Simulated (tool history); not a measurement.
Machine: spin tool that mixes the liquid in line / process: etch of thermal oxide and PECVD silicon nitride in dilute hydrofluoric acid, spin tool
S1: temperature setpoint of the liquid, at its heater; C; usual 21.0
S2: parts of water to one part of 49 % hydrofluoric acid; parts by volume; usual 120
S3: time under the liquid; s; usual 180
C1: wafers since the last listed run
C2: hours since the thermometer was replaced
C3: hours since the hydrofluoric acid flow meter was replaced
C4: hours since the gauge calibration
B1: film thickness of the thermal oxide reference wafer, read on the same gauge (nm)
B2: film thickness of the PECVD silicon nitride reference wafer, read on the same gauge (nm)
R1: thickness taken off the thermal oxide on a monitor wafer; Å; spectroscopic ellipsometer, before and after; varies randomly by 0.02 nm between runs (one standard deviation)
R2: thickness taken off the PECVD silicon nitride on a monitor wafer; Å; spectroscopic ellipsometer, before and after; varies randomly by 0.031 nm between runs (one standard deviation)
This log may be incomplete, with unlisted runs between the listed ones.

run,hour,S1,S2,S3,C1,C2,C3,C4,B1,B2,R1,R2
1,0.0,21.0,140,180,0,686.7,1543.1,633.1,150.01,39.998,56.3,20.61
2,28.5,21.0,120,180,208,715.2,1571.6,661.6,149.99,39.953,67.3,23.02
3,90.3,21.0,120,155,451,777.0,1633.4,723.4,149.99,40.002,58.1,19.72
4,149.1,21.0,120,180,430,835.8,1692.2,782.2,149.96,40.027,67.7,23.89
5,271.2,21.0,120,180,893,957.9,1814.3,904.3,150.03,40.003,68.2,23.17
6,300.6,21.0,120,180,215,987.3,1843.7,933.7,150.00,39.981,68.3,23.51
7,359.5,21.0,120,180,430,1046.2,1902.6,992.6,150.01,40.065,68.4,24.02
8,394.5,21.0,120,180,255,1081.2,1937.6,1027.6,149.97,39.997,68.6,23.84
9,423.5,21.0,120,180,212,1110.2,1966.6,1056.6,150.01,39.996,68.9,23.51
10,465.3,18.5,75,270,305,1152.0,2008.4,1098.4,150.01,39.960,156.2,48.44
11,521.7,21.0,140,180,412,1208.4,2064.8,1154.8,149.98,40.004,58.1,20.52
12,565.9,26.0,90,110,323,1252.6,2109.0,1199.0,150.01,40.038,71.4,27.29
13,637.5,22.5,180,240,523,1324.2,2180.6,1270.6,150.03,40.011,61.1,24.06
# hour 684.3: hydrofluoric acid flow meter replaced
14,758.8,17.5,120,120,879,1445.5,74.5,1391.9,149.99,40.013,38.5,12.33
15,819.2,21.0,170,180,441,1505.9,134.9,1452.3,149.99,40.007,44.7,16.73
16,881.6,21.0,120,180,456,1568.3,197.3,1514.7,149.98,40.002,67.2,23.91
17,908.7,24.5,120,235,198,1595.4,224.4,1541.8,150.00,40.016,100.1,39.31
# hour 945.9: thermometer replaced
18,975.5,24.0,170,245,481,29.6,291.2,1608.6,149.99,39.950,65.8,25.64
# hour 994.5: gauge calibrated
19,1021.9,23.0,120,265,339,76.0,337.6,27.4,149.99,39.953,103.1,37.05
20,1089.4,25.0,140,270,493,143.5,405.1,94.9,149.99,39.979,95.5,38.18
21,1128.6,21.0,120,180,286,182.7,444.3,134.1,150.05,40.021,65.1,22.40
22,1182.9,23.0,175,225,397,237.0,498.6,188.4,150.04,39.978,57.1,21.53
23,1211.5,21.0,120,180,209,265.6,527.2,217.0,150.01,39.981,65.4,23.01
24,1240.0,21.0,65,180,208,294.1,555.7,245.5,149.99,40.018,128.4,41.29
25,1310.3,23.5,120,245,514,364.4,626.0,315.8,149.99,40.007,98.3,36.14
26,1376.2,18.0,175,180,481,430.3,691.9,381.7,150.03,40.022,37.7,13.08
27,1414.4,21.0,170,180,279,468.5,730.1,419.9,150.01,39.995,44.2,16.19

How would selected steps in R1 from run to run divide? Give the signed amount a tool lacking its hidden state would still show from settings, what came in and random variation, and the signed amount left for the hidden state, including any gauge scatter that is not in both of the compared results.
The hidden state here: liquid hotter than its thermometer reads (K); hydrofluoric acid flow above the setpoint (%); gauge reads high (%).
Run 9 -> 10: S1 21.0 -> 18.5, S2 120 -> 75, S3 180 -> 270. R1 +87.3 Å: hidden state +6.8, all else +80.5.
Run 10 -> 11: S1 18.5 -> 21.0, S2 75 -> 140, S3 270 -> 180. R1 -98.1 Å: hidden state -7.3, all else -90.8.
